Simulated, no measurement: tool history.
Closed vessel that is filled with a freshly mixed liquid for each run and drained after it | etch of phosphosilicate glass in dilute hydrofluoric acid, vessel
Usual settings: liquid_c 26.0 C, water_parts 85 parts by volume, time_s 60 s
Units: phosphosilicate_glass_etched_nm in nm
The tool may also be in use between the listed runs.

run    hour  liquid_c  water_parts  time_s  read-back film thickness of the phosphosilicate glass reference wafer, read on the same gauge (nm)  phosphosilicate_glass_etched_nm
  1     0.0      26.0           85      60                                                                                               40.03                           114.27
  2    97.2      26.0           85      60                                                                                               40.02                           113.24
  3   181.7      26.0           85      60                                                                                               39.97                           113.93
  4   287.8      26.0           85      75                                                                                               40.04                           138.93
  5   338.0      26.0           85      60                                                                                               40.04                           111.86
  6   404.0      26.0           85      60                                                                                               40.02                           113.73
  7   488.3      26.0           85      60                                                                                               39.97                           111.33
  8   552.4      26.0           95      60                                                                                               40.04                            98.09
  9   617.9      26.0           95      60                                                                                               40.03                            96.83
 10   668.1      26.0           95      60                                                                                               40.02                            97.60
 11   724.5      24.5          110      60                                                                                               39.96                            77.49
 12   788.7      24.5          110      60                                                                                               39.97                            76.90
 13   887.0      26.0           85      60                                                                                               40.02                           108.34
 14  1168.6      26.0           85      60                                                                                               40.05                           106.18
     1187.7  -- thermometer replaced
 15  1226.1      28.5           50      35                                                                                               40.03                           132.92
 16  1271.1      28.5           50      35                                                                                               40.01                           134.48
 17  1328.1      26.0           85      60                                                                                               40.03                           117.99
 18  1433.0      23.0           65      70                                                                                               40.03                           158.89
 19  1477.8      26.0           95      60                                                                                               40.04                           100.92
     1639.7  -- gauge calibrated
 20  1713.4      22.5           75      30                                                                                               40.03                            57.09
     1755.9  -- hydrofluoric acid flow meter replaced
 21  1757.3      26.0           60      75                                                                                               40.01                           206.99
 22  1844.4      26.0           85      60                                                                                               40.01                           113.04
 23  1940.5      28.0           55      75                                                                                               40.07                           247.54
 24  2019.8      28.0           85      60                                                                                               40.01                           120.54
 25  2093.6      29.0           45      95                                                                                               39.97                           399.83
 26  2199.4      22.0           85      60                                                                                               40.02                            95.02
 27  2256.0      26.0           85      60                                                                                               40.05                           110.02
 28  2329.7      26.0           65      60                                                                                               39.99                           149.61
 29  2400.0      26.0           85      50                                                                                               39.99                            91.10

Forecast each of these 5 alternatives for the next run:
  A  2400.7      26.0           85      95                                                                                                   ?                                ?
  B  2400.7      26.0          110      75                                                                                                   ?                                ?
  C  2400.7      27.5          120      75                                                                                                   ?                                ?
  D  2400.7      27.5           85      60                                                                                                   ?                                ?
  E  2400.7      21.5           85      85                                                                                                   ?                                ?

run  read-back film thickness of the phosphosilicate glass reference wafer, read on the same gauge (nm)  phosphosilicate_glass_etched_nm
  A                                                                                               40.04                           173.48
  B                                                                                               40.04                           102.60
  C                                                                                               40.04                            98.47
  D                                                                                               40.04                           116.29
  E                                                                                               40.04                           129.20
Without the tool's hidden state the same runs would have given:
run  phosphosilicate_glass_etched_nm
  A                           185.95
  B                           109.83
  C                           105.25
  D                           124.53
  E                           138.87
